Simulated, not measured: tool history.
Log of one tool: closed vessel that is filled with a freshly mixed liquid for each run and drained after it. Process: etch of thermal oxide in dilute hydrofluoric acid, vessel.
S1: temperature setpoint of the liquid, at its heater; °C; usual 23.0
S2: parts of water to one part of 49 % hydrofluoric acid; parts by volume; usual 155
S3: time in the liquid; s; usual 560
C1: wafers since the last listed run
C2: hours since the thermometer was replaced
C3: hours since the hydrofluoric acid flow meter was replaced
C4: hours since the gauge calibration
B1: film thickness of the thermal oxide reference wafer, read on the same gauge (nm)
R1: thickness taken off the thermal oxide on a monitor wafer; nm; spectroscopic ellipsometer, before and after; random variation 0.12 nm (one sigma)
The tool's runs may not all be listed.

run,hour,S1,S2,S3,C1,C2,C3,C4,B1,R1
1,0.0,23.0,155,560,0,2369.7,1528.1,302.7,120.00,16.13
2,57.0,23.0,155,560,2360,2426.7,1585.1,359.7,119.99,15.98
3,86.5,23.0,155,560,1221,2456.2,1614.6,389.2,120.00,16.05
4,157.7,23.0,155,415,2948,2527.4,1685.8,460.4,120.00,11.97
5,190.9,23.0,155,415,1374,2560.6,1719.0,493.6,120.02,11.86
# hour 240.6: thermometer replaced
6,263.9,23.0,155,560,2981,23.3,1792.0,566.6,119.99,16.07
7,317.0,23.0,155,560,2198,76.4,1845.1,619.7,120.01,16.05
8,372.7,26.0,100,560,2306,132.1,1900.8,675.4,120.01,29.61
# hour 380.6: gauge calibrated
9,420.5,23.0,155,400,1979,179.9,1948.6,39.9,119.98,11.44
10,450.2,18.5,155,310,1229,209.6,1978.3,69.6,119.99,7.45
# hour 483.6: hydrofluoric acid flow meter replaced
11,486.4,23.0,155,560,1457,245.8,2.8,105.8,120.00,16.13
12,549.1,23.0,155,560,2596,308.5,65.5,168.5,119.98,15.90
13,613.9,23.0,155,880,2683,373.3,130.3,233.3,120.01,25.12
14,670.6,23.0,215,860,2347,430.0,187.0,290.0,119.98,16.46
15,735.6,23.0,155,650,2691,495.0,252.0,355.0,120.03,18.63

3 ways to go on from here, each from the tool as it stands after run 15. What would each give?
A,736.4,23.0,215,560,33,495.8,252.8,355.8,?,?
B,736.4,23.0,155,330,33,495.8,252.8,355.8,?,?
C,736.4,19.0,155,430,33,495.8,252.8,355.8,?,?

run,B1,R1
A,120.01,10.87
B,120.01,9.47
C,120.01,10.55
Without the tool's hidden state the same runs would have given:
run,R1
A,10.87
B,9.47
C,10.55
